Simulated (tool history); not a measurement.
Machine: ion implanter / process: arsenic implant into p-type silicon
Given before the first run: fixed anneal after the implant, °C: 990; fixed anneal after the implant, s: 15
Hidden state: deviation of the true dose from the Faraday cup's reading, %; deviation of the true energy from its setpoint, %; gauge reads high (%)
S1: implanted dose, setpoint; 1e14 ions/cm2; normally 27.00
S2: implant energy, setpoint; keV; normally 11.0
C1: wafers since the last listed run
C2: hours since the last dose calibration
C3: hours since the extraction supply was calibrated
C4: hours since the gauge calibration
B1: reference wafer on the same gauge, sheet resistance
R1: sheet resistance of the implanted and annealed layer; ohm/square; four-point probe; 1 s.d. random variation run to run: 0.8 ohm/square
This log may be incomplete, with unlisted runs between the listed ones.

run   hour     S1    S2    C1      C2      C3     C4      B1      R1
  1    0.0  27.00  11.0     0   567.9  2822.5  709.5  115.86  130.13
  2   18.1  23.72   8.0   221   586.0  2840.6  727.6  115.80  141.77
  3   35.5  23.72   8.0   213   603.4  2858.0  745.0  115.68  141.06
  4   58.4  23.72   8.0   280   626.3  2880.9  767.9  115.65  140.32
  5   93.5  27.00  11.0   430   661.4  2916.0  803.0  115.60  130.05
  6  106.4  27.00  11.0   158   674.3  2928.9  815.9  115.68  129.41
  7  141.5  27.00  11.0   430   709.4  2964.0  851.0  115.67  130.65
  8  176.2  27.00  13.5   425   744.1  2998.7  885.7  115.27  123.41
  9  194.8  27.00  13.5   227   762.7  3017.3  904.3  115.60  122.43
     216.1  -- gauge calibrated
 10  229.3  22.26  11.0   422   797.2  3051.8   13.2  121.22  138.86
 11  249.2  22.26  11.0   243   817.1  3071.7   33.1  120.81  138.03
 12  262.1  22.26  11.0   158   830.0  3084.6   46.0  120.69  140.04
     300.7  -- extraction supply calibrated
 13  301.2  27.00  11.0   381   869.1     0.5   85.1  120.20  135.06
 14  313.5  22.04  11.0   150   881.4    12.8   97.4  120.07  138.00
 15  341.7  27.00   9.5   345   909.6    41.0  125.6  119.57  139.89
 16  372.1  27.00   9.5   372   940.0    71.4  156.0  119.66  138.23
 17  392.1  29.36   7.0   245   960.0    91.4  176.0  119.30  144.28
 18  405.6  27.00  11.0   165   973.5   104.9  189.5  119.17  132.01
 19  421.2  24.21  13.5   191   989.1   120.5  205.1  119.05  128.19
 20  456.8  33.82  10.0   436  1024.7   156.1  240.7  118.71  133.45
 21  486.9  33.07  14.0   368  1054.8   186.2  270.8  118.55  121.90
     514.6  -- Faraday cup replaced and dose calibrated
 22  515.1  27.00  11.0   247     0.5   214.4  299.0  118.31  131.68
 23  615.5  23.33   8.0  1230   100.9   314.8  399.4  117.86  144.03
 24  628.0  27.00  11.0   153   113.4   327.3  411.9  118.04  132.37
 25  662.6  19.87  14.5   423   148.0   361.9  446.5  117.51  127.36
 26  688.7  32.68   8.5   319   174.1   388.0  472.6  117.41  134.21
 27  723.9  23.70   9.0   431   209.3   423.2  507.8  117.24  138.60
 28  757.3  27.00  11.0   409   242.7   456.6  541.2  117.35  131.43
 29  784.3  23.14  12.5   330   269.7   483.6  568.2  117.20  130.95
 30  809.2  29.46   7.5   305   294.6   508.5  593.1  117.09  140.08
 31  839.8  27.00  11.0   374   325.2   539.1  623.7  116.84  130.13
 32  853.8  27.00  11.0   171   339.2   553.1  637.7  116.90  130.45
 33  872.1  23.03  11.0   224   357.5   571.4  656.0  116.84  134.23
 34  889.4  27.00  11.0   211   374.8   588.7  673.3  116.94  130.50
 35  902.1  31.88  13.0   155   387.5   601.4  686.0  116.95  122.52
 36  926.5  27.00  11.0   298   411.9   625.8  710.4  116.60  131.86

Per-run results on a tool with no hidden state, each run keeping its own random variation:
run      R1
  1  135.96
  2  148.16
  3  147.46
  4  146.74
  5  136.06
  6  135.41
  7  136.77
  8  129.25
  9  128.24
 10  138.75
 11  138.23
 12  140.45
 13  135.98
 14  139.10
 15  141.36
 16  140.03
 17  146.38
 18  134.07
 19  130.33
 20  136.00
 21  124.45
 22  134.65
 23  147.97
 24  136.06
 25  131.08
 26  138.25
 27  142.93
 28  135.67
 29  135.27
 30  144.78
 31  134.59
 32  134.96
 33  138.93
 34  135.11
 35  126.88
 36  136.61
